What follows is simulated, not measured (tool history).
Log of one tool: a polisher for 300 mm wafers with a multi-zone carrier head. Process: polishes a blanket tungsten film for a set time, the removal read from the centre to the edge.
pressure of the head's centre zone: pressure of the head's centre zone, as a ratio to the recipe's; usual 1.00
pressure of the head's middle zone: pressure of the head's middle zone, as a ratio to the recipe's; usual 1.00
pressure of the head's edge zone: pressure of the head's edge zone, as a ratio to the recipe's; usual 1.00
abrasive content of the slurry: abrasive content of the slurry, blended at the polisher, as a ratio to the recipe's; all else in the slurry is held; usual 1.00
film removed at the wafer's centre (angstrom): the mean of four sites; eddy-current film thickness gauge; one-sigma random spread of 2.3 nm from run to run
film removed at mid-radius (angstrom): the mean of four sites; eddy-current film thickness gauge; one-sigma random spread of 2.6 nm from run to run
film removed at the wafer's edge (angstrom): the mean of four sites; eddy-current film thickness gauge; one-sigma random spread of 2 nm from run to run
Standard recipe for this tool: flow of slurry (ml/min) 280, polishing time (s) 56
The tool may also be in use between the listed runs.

run,hour,flow of slurry (ml/min),pressure of the head's centre zone,pressure of the head's middle zone,pressure of the head's edge zone,abrasive content of the slurry,polishing time (s),wafers since the last listed run,wafers polished on this pad,hours since the slurry nozzle was cleaned,hours since the centre zone pressure was calibrated,hours since the edge zone pressure was calibrated,hours since the carrier head's membrane was replaced,"incoming thickness of the incoming film, nm",film removed at the wafer's centre (angstrom),film removed at mid-radius (angstrom),film removed at the wafer's edge (angstrom)
1,0.0,250,1.00,1.00,1.00,1.00,56,0,229,133.3,725.5,627.1,0.5,1536.3,2655,2472,2452
# hour 2.3: edge zone pressure recalibrated
2,47.7,280,1.00,1.00,1.00,1.00,56,465,694,181.0,773.2,45.4,48.2,1519.7,2676,2500,2407
3,79.5,280,1.00,1.00,1.00,1.00,56,323,1018,212.8,805.0,77.2,80.0,1526.5,2677,2443,2419
4,125.5,280,1.00,1.00,1.00,1.00,56,468,1486,258.8,851.0,123.2,126.0,1537.3,2637,2448,2383
5,153.8,280,1.00,1.00,1.00,1.00,56,288,1774,287.1,879.3,151.5,154.3,1526.8,2632,2401,2333
6,224.2,345,1.00,1.00,1.00,1.00,61,716,2491,357.5,949.7,221.9,224.7,1510.2,2772,2506,2511
7,250.4,220,0.93,1.00,1.11,1.00,56,266,2757,383.7,975.9,248.1,250.9,1548.1,2208,2154,2261
# hour 267.8: worn pad replaced by a new one
8,287.9,280,0.93,1.00,1.00,1.00,56,340,204,421.2,1013.4,285.6,288.4,1504.4,2477,2385,2366
# hour 336.5: centre zone pressure recalibrated
9,358.3,280,1.00,1.00,1.00,1.00,56,696,900,491.6,21.8,356.0,358.8,1526.2,2336,2377,2347
10,389.9,280,1.00,1.00,1.00,1.00,56,321,1221,523.2,53.4,387.6,390.4,1528.9,2331,2322,2345
11,433.7,195,0.93,1.04,1.00,0.80,56,445,1667,567.0,97.2,431.4,434.2,1519.3,1986,2205,2160
12,465.4,280,1.00,1.00,1.00,1.10,56,322,1990,598.7,128.9,463.1,465.9,1545.4,2316,2337,2305
13,519.9,370,1.00,1.00,1.00,1.00,56,554,2544,653.2,183.4,517.6,520.4,1521.6,2194,2212,2203
# hour 557.1: worn pad replaced by a new one
14,572.2,280,0.91,1.12,1.05,1.00,48,491,153,705.5,235.7,569.9,572.7,1528.4,1919,2338,2161
# hour 617.8: slurry nozzle cleaned
15,639.7,280,1.00,1.00,1.00,1.00,38,676,830,21.9,303.2,637.4,640.2,1508.2,1673,1635,1644
# hour 643.3: edge zone pressure recalibrated
16,695.8,280,1.00,1.00,1.00,1.00,74,550,1381,78.0,359.3,52.5,696.3,1516.2,3174,3118,3183
17,738.4,280,1.00,1.00,1.00,1.00,56,433,1814,120.6,401.9,95.1,738.9,1507.9,2451,2337,2335
18,799.3,280,1.00,1.00,1.00,0.75,56,619,2434,181.5,462.8,156.0,799.8,1513.9,2207,2081,2150
# hour 816.5: worn pad replaced by a new one
# hour 827.7: carrier head's membrane replaced by a new one
19,854.0,280,1.12,0.88,1.04,0.85,56,465,330,236.2,517.5,210.7,26.3,1542.6,2748,2086,2392
20,925.3,280,1.00,1.00,1.00,1.00,41,725,1056,307.5,588.8,282.0,97.6,1517.5,1847,1756,1737
21,970.3,280,1.12,0.88,1.04,0.85,56,457,1514,352.5,633.8,327.0,142.6,1538.0,2664,2047,2303

How would selected steps in film removed at the wafer's centre (angstrom) from run to run divide? Give the signed amount a tool lacking its hidden state would still show from settings, what came in and random variation, and the signed amount left for the hidden state, including any gauge scatter that is not in both of the compared results.
The hidden state here: removal rate lost through wear of the pad, %; slurry flow missing at the pad, %; deviation of the centre zone's pressure from its setpoint, %; deviation of the edge zone's pressure from its setpoint, %.
Run 8 -> 9: pressure of the head's centre zone 0.93 -> 1.00, centre zone pressure recalibrated. film removed at the wafer's centre (angstrom) -141: hidden state -310, all else +169.
Run 13 -> 14: flow of slurry (ml/min) 370 -> 280, pressure of the head's centre zone 1.00 -> 0.91, pressure of the head's middle zone 1.00 -> 1.12, pressure of the head's edge zone 1.00 -> 1.05, polishing time (s) 56 -> 48, worn pad replaced by a new one. film removed at the wafer's centre (angstrom) -275: hidden state +287, all else -562.
Run 15 -> 16: polishing time (s) 38 -> 74, edge zone pressure recalibrated. film removed at the wafer's centre (angstrom) +1501: hidden state -32, all else +1533.
Run 19 -> 20: pressure of the head's centre zone 1.12 -> 1.00, pressure of the head's middle zone 0.88 -> 1.00, pressure of the head's edge zone 1.04 -> 1.00, abrasive content of the slurry 0.85 -> 1.00, polishing time (s) 56 -> 41. film removed at the wafer's centre (angstrom) -901: hidden state -32, all else -869.
